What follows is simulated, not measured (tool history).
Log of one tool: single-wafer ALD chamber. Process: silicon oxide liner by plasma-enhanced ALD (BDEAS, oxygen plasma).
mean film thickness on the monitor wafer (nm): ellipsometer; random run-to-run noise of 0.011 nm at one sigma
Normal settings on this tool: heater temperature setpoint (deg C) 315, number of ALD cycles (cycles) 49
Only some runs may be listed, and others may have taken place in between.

run    hour  heater temperature setpoint (deg C)  number of ALD cycles (cycles)  read-back reference wafer on the same gauge, thickness_nm  mean film thickness on the monitor wafer (nm)
  1       0                                  315                             49                                                      3.944                                          4.275
  2    68.2                                  315                             49                                                      3.942                                          4.294
  3   122.2                                  315                             42                                                      3.941                                          3.677
  4   187.1                                  315                             49                                                      3.942                                          4.284
  5   221.4                                  315                             49                                                      3.942                                          4.288
  6   288.6                                  315                             49                                                      3.942                                          4.303
        355  -- thermocouple changed; heater temperature recalibrated
  7   355.5                                  315                             49                                                      3.939                                           4.22
  8     414                                  315                             49                                                      3.941                                          4.237
  9   534.2                                  307                             49                                                      3.938                                          4.266
 10   563.3                                  315                             49                                                      3.938                                          4.233
 11   613.3                                  315                             49                                                      3.939                                           4.22
 12   685.2                                  315                             49                                                      3.944                                          4.218
 13   741.4                                  312                             49                                                      3.938                                          4.247
 14   772.2                                  312                             49                                                      3.943                                           4.24
 15   809.2                                  312                             49                                                       3.94                                          4.241
      836.8  -- thermocouple changed; heater temperature recalibrated, repeated, since the last time left the tool worse
 16   841.8                                  315                             49                                                      3.939                                          4.276
 17   875.1                                  315                             49                                                       3.94                                          4.269
 18   936.5                                  315                             49                                                      3.937                                          4.269
 19  1000.5                                  315                             49                                                      3.938                                          4.258
 20  1067.9                                  307                             43                                                      3.944                                          3.789
 21  1130.7                                  307                             43                                                      3.946                                          3.784
 22  1189.8                                  315                             49                                                      3.938                                          4.264
 23    1224                                  315                             42                                                      3.938                                          3.675
 24  1267.2                                  307                             42                                                       3.94                                          3.685
 25  1304.6                                  326                             52                                                      3.942                                          4.458
 26    1341                                  301                             53                                                      3.946                                          4.705
 27  1401.4                                  315                             49                                                      3.937                                          4.272
 28  1427.2                                  315                             49                                                      3.941                                          4.271
     1460.7  -- gauge calibrated
 29  1581.1                                  301                             46                                                      3.941                                          4.104
 30  1640.3                                  325                             49                                                      3.941                                          4.233
 31  1691.5                                  315                             49                                                      3.938                                           4.27
 32  1731.4                                  326                             39                                                      3.941                                           3.36
 33  1772.9                                  329                             57                                                      3.942                                          4.866
 34  1811.1                                  315                             41                                                       3.94                                           3.58
 35  1873.2                                  304                             49                                                      3.936                                          4.361
 36  1943.2                                  315                             49                                                      3.938                                          4.288
     1992.7  -- thermocouple changed; heater temperature recalibrated
 37  2104.4                                  315                             49                                                      3.941                                          4.268
 38  2136.8                                  315                             49                                                      3.937                                          4.271
 39  2204.9                                  326                             49                                                      3.942                                          4.197
 40  2274.9                                  315                             49                                                      3.942                                          4.268
 41  2341.4                                  308                             57                                                      3.943                                          5.031
 42  2376.4                                  308                             46                                                      3.936                                          4.047
 43    2414                                  301                             55                                                      3.935                                          4.909
 44  2449.1                                  309                             40                                                       3.94                                          3.518
 45  2484.2                                  315                             44                                                      3.944                                           3.85

Consider 5 possible next runs. They are alternatives, not a sequence: every one starts from the tool as it was left by run 45. What does each give?
  A  2484.7                                  315                             52                                                          ?                                              ?
  B  2484.7                                  310                             40                                                          ?                                              ?
  C  2484.7                                  329                             59                                                          ?                                              ?
  D  2484.7                                  321                             56                                                          ?                                              ?
  E  2484.7                                  315                             54                                                          ?                                              ?

run  read-back reference wafer on the same gauge, thickness_nm  mean film thickness on the monitor wafer (nm)
  A                                                      3.939                                          4.539
  B                                                      3.939                                          3.517
  C                                                      3.939                                          5.045
  D                                                      3.939                                          4.845
  E                                                      3.939                                          4.713
The same runs, with their run-to-run variation unchanged, on a tool lacking any hidden condition would have given:
run  mean film thickness on the monitor wafer (nm)
  A                                          4.533
  B                                          3.512
  C                                          5.038
  D                                          4.839
  E                                          4.707
